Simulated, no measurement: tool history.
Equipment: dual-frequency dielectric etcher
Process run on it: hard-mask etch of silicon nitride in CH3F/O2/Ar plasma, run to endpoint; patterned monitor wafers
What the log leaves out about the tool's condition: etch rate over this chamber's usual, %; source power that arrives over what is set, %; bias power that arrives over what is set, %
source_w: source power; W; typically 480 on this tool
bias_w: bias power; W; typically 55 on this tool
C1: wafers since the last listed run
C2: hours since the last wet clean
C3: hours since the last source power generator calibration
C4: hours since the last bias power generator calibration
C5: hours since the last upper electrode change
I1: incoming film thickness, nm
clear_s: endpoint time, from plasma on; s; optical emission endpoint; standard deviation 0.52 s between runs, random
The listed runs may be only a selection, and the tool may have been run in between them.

run 1 hour=0 | source_w=570 bias_w=55 | C1=0 C2=240.5 C3=1531.4 C4=2813 C5=3027.2 | I1=50.56 | clear_s=70.3
run 2 hour=42.5 | source_w=570 bias_w=55 | C1=402 C2=283 C3=1573.9 C4=2855.5 C5=3069.7 | I1=49.64 | clear_s=67.5
-- hour=111.5 wet clean of the chamber
run 3 hour=112 | source_w=570 bias_w=55 | C1=430 C2=0.5 C3=1643.4 C4=2925 C5=3139.2 | I1=49.76 | clear_s=72.3
run 4 hour=153.9 | source_w=480 bias_w=55 | C1=396 C2=42.4 C3=1685.3 C4=2966.9 C5=3181.1 | I1=50.17 | clear_s=77.1
run 5 hour=185.9 | source_w=480 bias_w=55 | C1=302 C2=74.4 C3=1717.3 C4=2998.9 C5=3213.1 | I1=49.55 | clear_s=76.1
run 6 hour=241 | source_w=480 bias_w=55 | C1=521 C2=129.5 C3=1772.4 C4=3054 C5=3268.2 | I1=49.63 | clear_s=75
run 7 hour=279.1 | source_w=480 bias_w=64 | C1=360 C2=167.6 C3=1810.5 C4=3092.1 C5=3306.3 | I1=49.57 | clear_s=71.3
-- hour=311.3 source power generator calibrated
-- hour=361.6 upper electrode replaced
run 8 hour=362.1 | source_w=480 bias_w=65 | C1=520 C2=250.6 C3=50.8 C4=3175.1 C5=0.5 | I1=50.13 | clear_s=69.8
run 9 hour=420.2 | source_w=480 bias_w=55 | C1=549 C2=308.7 C3=108.9 C4=3233.2 C5=58.6 | I1=49.99 | clear_s=74
-- hour=448.1 bias power generator calibrated
-- hour=460.5 wet clean of the chamber
run 10 hour=485.2 | source_w=550 bias_w=50 | C1=459 C2=24.7 C3=173.9 C4=37.1 C5=123.6 | I1=49.81 | clear_s=74.6
run 11 hour=522 | source_w=600 bias_w=69 | C1=348 C2=61.5 C3=210.7 C4=73.9 C5=160.4 | I1=49.66 | clear_s=63.5

Run 12 is up next; what results do you expect?
run 12 hour=587.2 | source_w=570 bias_w=50 | C1=617 C2=126.7 C3=275.9 C4=139.1 C5=225.6 | I1=49.69 | clear_s=?

{"run 12": {"clear_s": 72.4}}
Were there no unlogged condition in the tool, this run, its random variation unchanged, would have produced clear_s 73.9 s.

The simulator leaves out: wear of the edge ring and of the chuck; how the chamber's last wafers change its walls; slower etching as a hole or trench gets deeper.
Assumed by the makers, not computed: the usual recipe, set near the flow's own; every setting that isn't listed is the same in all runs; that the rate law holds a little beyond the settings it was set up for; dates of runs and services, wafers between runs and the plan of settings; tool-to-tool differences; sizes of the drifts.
